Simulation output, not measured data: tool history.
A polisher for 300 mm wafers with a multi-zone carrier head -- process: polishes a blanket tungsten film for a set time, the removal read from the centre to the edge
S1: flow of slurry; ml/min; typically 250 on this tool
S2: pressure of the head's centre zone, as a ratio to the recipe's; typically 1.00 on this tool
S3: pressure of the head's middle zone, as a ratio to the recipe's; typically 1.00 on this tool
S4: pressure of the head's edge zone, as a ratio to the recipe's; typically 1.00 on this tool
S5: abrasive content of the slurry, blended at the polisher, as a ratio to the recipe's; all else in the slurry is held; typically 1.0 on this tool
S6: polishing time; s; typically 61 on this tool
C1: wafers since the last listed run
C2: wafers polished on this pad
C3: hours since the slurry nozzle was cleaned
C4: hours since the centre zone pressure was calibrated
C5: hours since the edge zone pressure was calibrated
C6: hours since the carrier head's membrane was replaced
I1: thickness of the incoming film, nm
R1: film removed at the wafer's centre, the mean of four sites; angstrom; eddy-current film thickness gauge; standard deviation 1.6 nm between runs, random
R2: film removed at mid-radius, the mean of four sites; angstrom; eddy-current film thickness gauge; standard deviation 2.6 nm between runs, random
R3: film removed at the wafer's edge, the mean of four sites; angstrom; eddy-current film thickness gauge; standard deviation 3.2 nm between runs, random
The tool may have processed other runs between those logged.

run	hour	S1	S2	S3	S4	S5	S6	C1	C2	C3	C4	C5	C6	I1	R1	R2	R3
1	0.0	250	1.00	1.00	1.00	1.0	76	0	646	245.8	1236.2	161.6	540.1	849.7	2788	2736	2848
2	25.3	250	0.95	1.00	1.00	1.0	61	244	891	271.1	1261.5	186.9	565.4	865.8	2120	2208	2294
3	58.4	250	0.95	1.00	1.00	1.0	61	320	1211	304.2	1294.6	220.0	598.5	852.4	2132	2165	2251
4	72.6	250	0.95	1.00	1.00	1.0	61	137	1348	318.4	1308.8	234.2	612.7	860.8	2131	2140	2216
5	88.3	250	0.91	1.00	1.00	1.0	61	151	1500	334.1	1324.5	249.9	628.4	833.3	2014	2228	2241
# hour 102.8: worn pad replaced by a new one
6	105.9	250	0.91	1.00	1.00	1.0	61	131	29	351.7	1342.1	267.5	646.0	852.7	2138	2303	2301
# hour 137.4: slurry nozzle cleaned
7	141.1	250	1.00	1.00	1.06	1.0	61	330	360	3.7	1377.3	302.7	681.2	850.2	2243	2255	2381
# hour 163.3: edge zone pressure recalibrated
# hour 168.1: carrier head's membrane replaced by a new one
# hour 171.6: centre zone pressure recalibrated
8	172.1	250	1.00	1.00	1.06	1.0	61	214	575	34.7	0.5	8.8	4.0	862.1	2250	2179	2331
9	183.7	275	1.00	1.00	1.08	1.2	61	112	687	46.3	12.1	20.4	15.6	859.7	2342	2260	2472
10	204.0	250	1.00	1.00	1.00	1.0	61	196	883	66.6	32.4	40.7	35.9	861.4	2243	2227	2211
11	234.1	250	1.00	0.91	1.00	1.0	61	291	1174	96.7	62.5	70.8	66.0	839.9	2235	2037	2220
# hour 238.8: worn pad replaced by a new one
12	249.7	175	1.00	1.00	1.00	1.2	50	112	105	112.3	78.1	86.4	81.6	848.4	1903	1893	1945
13	270.4	250	1.09	1.05	1.00	1.0	61	200	305	133.0	98.8	107.1	102.3	866.5	2482	2268	2286
14	293.5	335	0.92	1.00	1.00	1.0	61	223	528	156.1	121.9	130.2	125.4	849.0	2106	2251	2337
15	309.0	250	0.92	1.00	1.09	1.1	61	149	678	171.6	137.4	145.7	140.9	842.7	2122	2199	2426
16	334.6	165	1.00	1.00	1.00	1.0	67	247	926	197.2	163.0	171.3	166.5	838.4	2360	2352	2411
17	358.0	250	1.00	1.00	1.00	1.0	61	226	1152	220.6	186.4	194.7	189.9	845.0	2221	2201	2261

Each row is a separate what-if for the run after 17, all from the same tool condition, not one after another. Results?
A	358.4	250	1.00	1.00	1.00	1.0	61	3	1156	221.0	186.8	195.1	190.3	840.2	?	?	?
B	358.4	210	1.00	1.00	0.94	1.0	61	3	1156	221.0	186.8	195.1	190.3	840.2	?	?	?
C	358.4	250	1.10	0.94	1.00	1.0	61	3	1156	221.0	186.8	195.1	190.3	840.2	?	?	?

run	R1	R2	R3
A	2213	2194	2247
B	2182	2166	2161
C	2435	2092	2249
The same runs, with their run-to-run variation unchanged, on a tool lacking any hidden condition would have given:
run	R1	R2	R3
A	2317	2297	2353
B	2285	2269	2264
C	2550	2191	2355
